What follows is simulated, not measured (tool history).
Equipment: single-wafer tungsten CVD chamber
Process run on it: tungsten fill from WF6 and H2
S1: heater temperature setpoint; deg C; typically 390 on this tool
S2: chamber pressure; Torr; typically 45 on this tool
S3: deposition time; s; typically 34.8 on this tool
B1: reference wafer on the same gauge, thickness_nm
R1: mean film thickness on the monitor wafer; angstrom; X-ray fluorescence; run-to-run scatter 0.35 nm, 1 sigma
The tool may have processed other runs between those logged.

run	hour	S1	S2	S3	B1	R1
1	0	390	45	34.8	132.983	1146.3
2	54.5	390	45	34.8	132.988	1140.01
3	134.1	390	45	34.8	133.007	1139.21
4	231.9	390	45	29.5	133.005	967.64
5	322.9	390	45	29.5	132.843	970.58
6	414.9	390	45	34.8	132.998	1145.62
7	472.5	390	45	34.8	132.929	1143.06
8	565.8	390	45	34.8	133.066	1143.89
9	889.4	390	45	34.8	132.989	1150.54
10	983.9	390	45	34.8	133.036	1150.2
# hour 1086.8: thermocouple changed; heater temperature recalibrated
11	1087.3	390	45	34.8	132.97	1150.8
# hour 1186.4: capacitance manometer re-zeroed and calibrated
12	1186.9	390	49	31.3	132.939	1066.81
13	1249.2	384	45	32	132.987	924.67
14	1327.5	390	45	34.8	133.068	1127.8
15	1463.2	375	38.8	38.7	133.032	855.48
# hour 1485.8: showerhead replaced, of another model than before
16	1560.1	401	52	38.6	133.107	1592.63
17	1654.9	377	35	38.4	132.932	889.03
18	1728.2	382	53.1	34.8	133.001	1047.18
# hour 1729.9: gauge calibrated
19	1824.6	402	45	34.8	133.109	1364.51
20	1923.7	390	45	34.8	133.008	1124.38
21	2003.6	404	45	28.1	133.122	1142.07
22	2086.9	377	45	34.8	133.036	900.08
23	2174	376	33.9	32	133.012	722.11
24	2260.3	400	37.4	39.4	132.923	1401.55

Branching from run 24: 3 alternative next runs. What would each branch give?
A	2260.7	390	45	29.8	?	?
B	2260.7	390	45	39.1	?	?
C	2260.7	378	39.1	28.8	?	?

run	B1	R1
A	133.027	964.76
B	133.027	1267.12
C	133.027	712.97
Take away the tool's hidden state, keep each run's random variation, and the runs would have read:
run	R1
A	952.19
B	1250.61
C	703.55
